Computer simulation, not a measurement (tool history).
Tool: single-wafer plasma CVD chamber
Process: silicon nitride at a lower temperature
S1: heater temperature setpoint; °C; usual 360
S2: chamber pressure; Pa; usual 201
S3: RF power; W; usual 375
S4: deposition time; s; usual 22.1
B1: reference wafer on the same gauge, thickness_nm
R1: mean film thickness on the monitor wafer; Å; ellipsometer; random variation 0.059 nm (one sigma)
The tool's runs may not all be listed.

run,day,S1,S2,S3,S4,B1,R1
1,0.000,370,201,375,22.1,34.494,309.28
2,2.425,369,201,375,23.6,34.491,328.67
# day 6.304: RF generator calibrated
3,10.504,360,201,375,22.1,34.490,313.91
4,12.358,360,201,375,22.1,34.507,314.10
5,14.688,360,201,375,22.1,34.486,314.92
6,17.150,360,201,375,22.1,34.521,314.02
7,18.712,360,201,375,22.1,34.515,313.73
# day 18.842: gauge calibrated
8,20.658,360,201,375,22.1,34.500,314.04
# day 21.633: showerhead replaced
9,23.617,360,201,420,22.1,34.504,331.46
# day 27.638: capacitance manometer re-zeroed and calibrated
10,28.746,360,201,420,22.1,34.500,324.92
11,30.942,371,201,375,22.1,34.469,305.12
# day 31.808: thermocouple changed; heater temperature recalibrated
12,33.792,360,201,375,25.5,34.486,351.87
13,36.179,354,201,375,23.7,34.476,327.38
# day 39.088: RF generator calibrated
14,39.108,360,184,375,20.0,34.511,273.98
15,41.238,360,201,320,22.1,34.523,285.87
16,43.571,360,201,375,22.1,34.515,308.84
17,46.788,360,201,375,22.1,34.488,309.47
18,49.054,360,201,375,22.1,34.493,309.36
19,51.162,360,229,375,22.1,34.507,321.35
20,53.779,360,201,375,22.1,34.507,309.43
21,55.712,364,201,430,19.7,34.513,295.18

3 ways to go on from here, each from the tool as it stands after run 21. What would each give?
A,55.729,360,201,375,22.1,?,?
B,55.729,346,216,340,25.5,?,?
C,55.729,374,232,375,18.5,?,?

run,B1,R1
A,34.514,308.50
B,34.514,346.47
C,34.514,267.19
Without the tool's hidden state the same runs would have given:
run,R1
A,309.27
B,347.33
C,267.87
